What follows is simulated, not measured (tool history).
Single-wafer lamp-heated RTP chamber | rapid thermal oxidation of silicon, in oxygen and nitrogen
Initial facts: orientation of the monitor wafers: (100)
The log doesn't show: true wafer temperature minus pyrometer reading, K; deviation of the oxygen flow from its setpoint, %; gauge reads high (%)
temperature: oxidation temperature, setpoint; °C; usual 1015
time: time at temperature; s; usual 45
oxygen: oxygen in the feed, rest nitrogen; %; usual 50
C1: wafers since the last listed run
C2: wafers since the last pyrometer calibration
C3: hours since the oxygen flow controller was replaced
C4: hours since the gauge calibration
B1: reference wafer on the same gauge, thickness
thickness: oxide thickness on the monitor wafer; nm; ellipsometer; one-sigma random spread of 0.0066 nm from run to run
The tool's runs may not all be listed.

run 1 hour=0.0 | temperature=1015 time=45 oxygen=32 | C1=0 C2=781 C3=4436.9 C4=923.0 | B1=3.649 | thickness=3.813
run 2 hour=74.8 | temperature=1015 time=45 oxygen=32 | C1=660 C2=1442 C3=4511.7 C4=997.8 | B1=3.650 | thickness=3.828
run 3 hour=142.6 | temperature=1015 time=45 oxygen=71 | C1=599 C2=2041 C3=4579.5 C4=1065.6 | B1=3.652 | thickness=4.985
run 4 hour=182.9 | temperature=1015 time=45 oxygen=50 | C1=356 C2=2397 C3=4619.8 C4=1105.9 | B1=3.650 | thickness=4.416
run 5 hour=279.2 | temperature=1015 time=45 oxygen=50 | C1=850 C2=3248 C3=4716.1 C4=1202.2 | B1=3.648 | thickness=4.424
run 6 hour=387.0 | temperature=1015 time=45 oxygen=50 | C1=952 C2=4200 C3=4823.9 C4=1310.0 | B1=3.648 | thickness=4.420
run 7 hour=492.8 | temperature=1015 time=45 oxygen=50 | C1=934 C2=5135 C3=4929.7 C4=1415.8 | B1=3.652 | thickness=4.431
run 8 hour=543.7 | temperature=1015 time=45 oxygen=50 | C1=449 C2=5585 C3=4980.6 C4=1466.7 | B1=3.650 | thickness=4.425
run 9 hour=685.3 | temperature=1015 time=45 oxygen=50 | C1=1251 C2=6836 C3=5122.2 C4=1608.3 | B1=3.652 | thickness=4.419
-- hour=733.9 pyrometer window cleaned and pyrometer calibrated
run 10 hour=842.7 | temperature=1015 time=45 oxygen=50 | C1=1319 C2=961 C3=5279.6 C4=1765.7 | B1=3.650 | thickness=4.394
run 11 hour=913.3 | temperature=995 time=45 oxygen=50 | C1=623 C2=1585 C3=5350.2 C4=1836.3 | B1=3.651 | thickness=3.836
run 12 hour=1014.6 | temperature=1015 time=45 oxygen=50 | C1=894 C2=2480 C3=5451.5 C4=1937.6 | B1=3.650 | thickness=4.401
run 13 hour=1109.3 | temperature=1015 time=45 oxygen=50 | C1=836 C2=3316 C3=5546.2 C4=2032.3 | B1=3.650 | thickness=4.400
-- hour=1113.1 gauge calibrated
run 14 hour=1148.9 | temperature=1015 time=45 oxygen=50 | C1=349 C2=3666 C3=5585.8 C4=35.8 | B1=3.651 | thickness=4.403
run 15 hour=1246.7 | temperature=1015 time=45 oxygen=50 | C1=864 C2=4530 C3=5683.6 C4=133.6 | B1=3.648 | thickness=4.390
run 16 hour=1291.4 | temperature=1015 time=45 oxygen=50 | C1=394 C2=4925 C3=5728.3 C4=178.3 | B1=3.651 | thickness=4.407
run 17 hour=1374.3 | temperature=1015 time=45 oxygen=50 | C1=732 C2=5658 C3=5811.2 C4=261.2 | B1=3.650 | thickness=4.411
run 18 hour=1473.2 | temperature=1015 time=45 oxygen=50 | C1=873 C2=6531 C3=5910.1 C4=360.1 | B1=3.649 | thickness=4.408
run 19 hour=1539.7 | temperature=989 time=35 oxygen=23 | C1=587 C2=7119 C3=5976.6 C4=426.6 | B1=3.650 | thickness=2.790
-- hour=1569.9 pyrometer window cleaned and pyrometer calibrated
run 20 hour=1597.3 | temperature=1015 time=45 oxygen=60 | C1=438 C2=242 C3=6034.2 C4=484.2 | B1=3.649 | thickness=4.636
run 21 hour=1667.7 | temperature=1006 time=58 oxygen=69 | C1=621 C2=864 C3=6104.6 C4=554.6 | B1=3.649 | thickness=5.121
run 22 hour=1717.0 | temperature=997 time=64 oxygen=50 | C1=435 C2=1299 C3=6153.9 C4=603.9 | B1=3.651 | thickness=4.480
-- hour=1746.0 oxygen flow controller replaced
run 23 hour=1805.8 | temperature=997 time=31 oxygen=31 | C1=713 C2=2013 C3=59.8 C4=692.7 | B1=3.649 | thickness=3.012
run 24 hour=1874.9 | temperature=1015 time=45 oxygen=50 | C1=610 C2=2624 C3=128.9 C4=761.8 | B1=3.650 | thickness=4.457
run 25 hour=1949.1 | temperature=988 time=45 oxygen=41 | C1=655 C2=3279 C3=203.1 C4=836.0 | B1=3.647 | thickness=3.513
run 26 hour=2040.3 | temperature=1026 time=61 oxygen=38 | C1=805 C2=4085 C3=294.3 C4=927.2 | B1=3.648 | thickness=4.980
run 27 hour=2124.7 | temperature=1001 time=34 oxygen=50 | C1=745 C2=4830 C3=378.7 C4=1011.6 | B1=3.651 | thickness=3.635
run 28 hour=2225.3 | temperature=995 time=45 oxygen=50 | C1=888 C2=5719 C3=479.3 C4=1112.2 | B1=3.651 | thickness=3.906
run 29 hour=2333.1 | temperature=1015 time=45 oxygen=24 | C1=952 C2=6672 C3=587.1 C4=1220.0 | B1=3.649 | thickness=3.552
run 30 hour=2379.3 | temperature=1015 time=45 oxygen=50 | C1=408 C2=7080 C3=633.3 C4=1266.2 | B1=3.652 | thickness=4.465
-- hour=2397.4 pyrometer window cleaned and pyrometer calibrated
run 31 hour=2517.9 | temperature=989 time=35 oxygen=23 | C1=1153 C2=1064 C3=771.9 C4=1404.8 | B1=3.652 | thickness=2.810
run 32 hour=2612.7 | temperature=1040 time=45 oxygen=50 | C1=837 C2=1902 C3=866.7 C4=1499.6 | B1=3.650 | thickness=5.277
run 33 hour=2662.4 | temperature=1015 time=65 oxygen=50 | C1=439 C2=2341 C3=916.4 C4=1549.3 | B1=3.650 | thickness=5.204
run 34 hour=2754.9 | temperature=993 time=63 oxygen=67 | C1=817 C2=3158 C3=1008.9 C4=1641.8 | B1=3.650 | thickness=4.839
run 35 hour=2828.9 | temperature=998 time=45 oxygen=50 | C1=653 C2=3812 C3=1082.9 C4=1715.8 | B1=3.651 | thickness=3.980
run 36 hour=2881.6 | temperature=1015 time=45 oxygen=50 | C1=465 C2=4277 C3=1135.6 C4=1768.5 | B1=3.649 | thickness=4.452
run 37 hour=2919.3 | temperature=1015 time=45 oxygen=50 | C1=333 C2=4610 C3=1173.3 C4=1806.2 | B1=3.649 | thickness=4.460

What does the tool deliver on the next run?
run 38 hour=2977.7 | temperature=997 time=45 oxygen=50 | C1=515 C2=5126 C3=1231.7 C4=1864.6 | B1=? | thickness=?

B1: 3.649
thickness: 3.951 nm
Minus the tool's unlogged condition, the same run would have read thickness 3.910 nm.

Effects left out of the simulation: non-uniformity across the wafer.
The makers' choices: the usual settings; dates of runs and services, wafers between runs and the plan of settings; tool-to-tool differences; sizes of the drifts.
